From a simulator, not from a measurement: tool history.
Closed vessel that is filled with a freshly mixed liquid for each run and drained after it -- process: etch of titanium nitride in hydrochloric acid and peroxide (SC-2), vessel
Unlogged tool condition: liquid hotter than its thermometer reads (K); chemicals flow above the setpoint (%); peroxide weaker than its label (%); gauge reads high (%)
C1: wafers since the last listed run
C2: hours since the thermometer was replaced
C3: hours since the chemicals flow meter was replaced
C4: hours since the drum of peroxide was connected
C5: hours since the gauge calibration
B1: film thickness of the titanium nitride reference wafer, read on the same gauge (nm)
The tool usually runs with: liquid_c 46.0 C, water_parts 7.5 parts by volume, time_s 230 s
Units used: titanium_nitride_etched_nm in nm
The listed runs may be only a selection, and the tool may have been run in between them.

{"run": 1, "hour": 0.0, "liquid_c": 46.0, "water_parts": 7.5, "time_s": 280, "C1": 0, "C2": 1102.3, "C3": 86.1, "C4": 296.5, "C5": 918.4, "B1": 120.0, "titanium_nitride_etched_nm": 8.3}
{"run": 2, "hour": 71.3, "liquid_c": 46.0, "water_parts": 7.5, "time_s": 280, "C1": 4893, "C2": 1173.6, "C3": 157.4, "C4": 367.8, "C5": 989.7, "B1": 119.98, "titanium_nitride_etched_nm": 8.29}
{"run": 3, "hour": 123.0, "liquid_c": 46.0, "water_parts": 7.5, "time_s": 230, "C1": 3548, "C2": 1225.3, "C3": 209.1, "C4": 419.5, "C5": 1041.4, "B1": 120.0, "titanium_nitride_etched_nm": 6.8}
{"run": 4, "hour": 169.0, "liquid_c": 46.0, "water_parts": 7.5, "time_s": 230, "C1": 3157, "C2": 1271.3, "C3": 255.1, "C4": 465.5, "C5": 1087.4, "B1": 120.0, "titanium_nitride_etched_nm": 6.87}
{"run": 5, "hour": 241.8, "liquid_c": 46.0, "water_parts": 7.5, "time_s": 230, "C1": 4996, "C2": 1344.1, "C3": 327.9, "C4": 538.3, "C5": 1160.2, "B1": 120.0, "titanium_nitride_etched_nm": 6.96}
{"run": 6, "hour": 345.7, "liquid_c": 46.0, "water_parts": 7.5, "time_s": 200, "C1": 7130, "C2": 1448.0, "C3": 431.8, "C4": 642.2, "C5": 1264.1, "B1": 120.01, "titanium_nitride_etched_nm": 6.08}
{"run": 7, "hour": 405.1, "liquid_c": 46.0, "water_parts": 7.5, "time_s": 200, "C1": 4076, "C2": 1507.4, "C3": 491.2, "C4": 701.6, "C5": 1323.5, "B1": 120.01, "titanium_nitride_etched_nm": 6.17}
{"run": 8, "hour": 512.8, "liquid_c": 46.0, "water_parts": 7.5, "time_s": 200, "C1": 7391, "C2": 1615.1, "C3": 598.9, "C4": 809.3, "C5": 1431.2, "B1": 119.98, "titanium_nitride_etched_nm": 6.2}
{"run": 9, "hour": 559.2, "liquid_c": 46.0, "water_parts": 7.5, "time_s": 230, "C1": 3184, "C2": 1661.5, "C3": 645.3, "C4": 855.7, "C5": 1477.6, "B1": 120.0, "titanium_nitride_etched_nm": 7.13}
{"hour": 639.3, "done": "new drum of peroxide connected"}
{"run": 10, "hour": 652.1, "liquid_c": 46.0, "water_parts": 7.5, "time_s": 230, "C1": 6307, "C2": 1754.4, "C3": 738.2, "C4": 12.8, "C5": 1570.5, "B1": 120.01, "titanium_nitride_etched_nm": 7.17}
{"run": 11, "hour": 716.0, "liquid_c": 53.0, "water_parts": 7.5, "time_s": 230, "C1": 4385, "C2": 1818.3, "C3": 802.1, "C4": 76.7, "C5": 1634.4, "B1": 120.01, "titanium_nitride_etched_nm": 11.42}
{"run": 12, "hour": 768.9, "liquid_c": 46.0, "water_parts": 7.5, "time_s": 230, "C1": 3630, "C2": 1871.2, "C3": 855.0, "C4": 129.6, "C5": 1687.3, "B1": 120.01, "titanium_nitride_etched_nm": 7.25}
{"hour": 831.4, "done": "chemicals flow meter replaced"}
{"run": 13, "hour": 869.3, "liquid_c": 46.0, "water_parts": 7.5, "time_s": 230, "C1": 6821, "C2": 1971.6, "C3": 37.9, "C4": 230.0, "C5": 1787.7, "B1": 120.0, "titanium_nitride_etched_nm": 6.91}
{"run": 14, "hour": 949.7, "liquid_c": 49.5, "water_parts": 4.5, "time_s": 100, "C1": 5517, "C2": 2052.0, "C3": 118.3, "C4": 310.4, "C5": 1868.1, "B1": 119.99, "titanium_nitride_etched_nm": 5.63}
{"run": 15, "hour": 1010.8, "liquid_c": 50.5, "water_parts": 9.5, "time_s": 315, "C1": 4193, "C2": 2113.1, "C3": 179.4, "C4": 371.5, "C5": 1929.2, "B1": 119.98, "titanium_nitride_etched_nm": 10.81}
{"run": 16, "hour": 1103.5, "liquid_c": 52.0, "water_parts": 7.5, "time_s": 140, "C1": 6362, "C2": 2205.8, "C3": 272.1, "C4": 464.2, "C5": 2021.9, "B1": 120.01, "titanium_nitride_etched_nm": 6.38}
{"run": 17, "hour": 1334.8, "liquid_c": 50.0, "water_parts": 4.5, "time_s": 105, "C1": 15874, "C2": 2437.1, "C3": 503.4, "C4": 695.5, "C5": 2253.2, "B1": 120.0, "titanium_nitride_etched_nm": 6.28}
{"hour": 1369.0, "done": "gauge calibrated"}
{"run": 18, "hour": 1380.5, "liquid_c": 46.0, "water_parts": 7.5, "time_s": 135, "C1": 3136, "C2": 2482.8, "C3": 549.1, "C4": 741.2, "C5": 11.5, "B1": 119.99, "titanium_nitride_etched_nm": 4.17}
{"run": 19, "hour": 1427.0, "liquid_c": 46.0, "water_parts": 7.5, "time_s": 230, "C1": 3191, "C2": 2529.3, "C3": 595.6, "C4": 787.7, "C5": 58.0, "B1": 119.98, "titanium_nitride_etched_nm": 7.32}
{"hour": 1455.9, "done": "new drum of peroxide connected"}
{"run": 20, "hour": 1471.6, "liquid_c": 46.0, "water_parts": 7.5, "time_s": 230, "C1": 2992, "C2": 2573.9, "C3": 640.2, "C4": 15.7, "C5": 102.6, "B1": 119.99, "titanium_nitride_etched_nm": 7.28}
{"run": 21, "hour": 1531.4, "liquid_c": 46.0, "water_parts": 7.5, "time_s": 230, "C1": 4104, "C2": 2633.7, "C3": 700.0, "C4": 75.5, "C5": 162.4, "B1": 120.02, "titanium_nitride_etched_nm": 7.4}
{"hour": 1559.5, "done": "thermometer replaced"}
{"run": 22, "hour": 1636.2, "liquid_c": 37.0, "water_parts": 7.5, "time_s": 230, "C1": 7123, "C2": 76.7, "C3": 804.8, "C4": 180.3, "C5": 267.2, "B1": 119.99, "titanium_nitride_etched_nm": 3.74}
{"hour": 1680.9, "done": "chemicals flow meter replaced"}
{"run": 23, "hour": 1702.0, "liquid_c": 56.0, "water_parts": 5.5, "time_s": 125, "C1": 4447, "C2": 142.5, "C3": 21.1, "C4": 246.1, "C5": 333.0, "B1": 119.99, "titanium_nitride_etched_nm": 8.82}
{"run": 24, "hour": 1746.8, "liquid_c": 46.0, "water_parts": 9.5, "time_s": 125, "C1": 3074, "C2": 187.3, "C3": 65.9, "C4": 290.9, "C5": 377.8, "B1": 120.0, "titanium_nitride_etched_nm": 3.01}
{"run": 25, "hour": 1797.8, "liquid_c": 38.5, "water_parts": 7.5, "time_s": 290, "C1": 3500, "C2": 238.3, "C3": 116.9, "C4": 341.9, "C5": 428.8, "B1": 119.99, "titanium_nitride_etched_nm": 4.96}
{"run": 26, "hour": 1900.6, "liquid_c": 38.0, "water_parts": 7.5, "time_s": 295, "C1": 7055, "C2": 341.1, "C3": 219.7, "C4": 444.7, "C5": 531.6, "B1": 120.0, "titanium_nitride_etched_nm": 4.94}
{"run": 27, "hour": 1971.8, "liquid_c": 46.0, "water_parts": 10.0, "time_s": 230, "C1": 4886, "C2": 412.3, "C3": 290.9, "C4": 515.9, "C5": 602.8, "B1": 120.01, "titanium_nitride_etched_nm": 5.45}
{"run": 28, "hour": 2041.4, "liquid_c": 46.0, "water_parts": 7.5, "time_s": 305, "C1": 4776, "C2": 481.9, "C3": 360.5, "C4": 585.5, "C5": 672.4, "B1": 119.98, "titanium_nitride_etched_nm": 9.02}
{"run": 29, "hour": 2142.7, "liquid_c": 46.0, "water_parts": 7.5, "time_s": 230, "C1": 6952, "C2": 583.2, "C3": 461.8, "C4": 686.8, "C5": 773.7, "B1": 119.98, "titanium_nitride_etched_nm": 6.88}

Each row is a separate what-if for the run after 29, all from the same tool condition, not one after another. Results?
{"run": "A", "hour": 2143.4, "liquid_c": 46.0, "water_parts": 7.5, "time_s": 335, "C1": 48, "C2": 583.9, "C3": 462.5, "C4": 687.5, "C5": 774.4, "B1": "?", "titanium_nitride_etched_nm": "?"}
{"run": "B", "hour": 2143.4, "liquid_c": 41.5, "water_parts": 11.5, "time_s": 230, "C1": 48, "C2": 583.9, "C3": 462.5, "C4": 687.5, "C5": 774.4, "B1": "?", "titanium_nitride_etched_nm": "?"}
{"run": "C", "hour": 2143.4, "liquid_c": 40.5, "water_parts": 7.5, "time_s": 230, "C1": 48, "C2": 583.9, "C3": 462.5, "C4": 687.5, "C5": 774.4, "B1": "?", "titanium_nitride_etched_nm": "?"}
{"run": "D", "hour": 2143.4, "liquid_c": 42.0, "water_parts": 5.0, "time_s": 120, "C1": 48, "C2": 583.9, "C3": 462.5, "C4": 687.5, "C5": 774.4, "B1": "?", "titanium_nitride_etched_nm": "?"}

run=A B1=120.00 titanium_nitride_etched_nm=10.05
run=B B1=120.00 titanium_nitride_etched_nm=3.57
run=C B1=120.00 titanium_nitride_etched_nm=4.71
run=D B1=120.00 titanium_nitride_etched_nm=3.69
The same runs, with their run-to-run variation unchanged, on a tool lacking any hidden condition would have given:
run=A titanium_nitride_etched_nm=9.51
run=B titanium_nitride_etched_nm=3.36
run=C titanium_nitride_etched_nm=4.46
run=D titanium_nitride_etched_nm=3.51
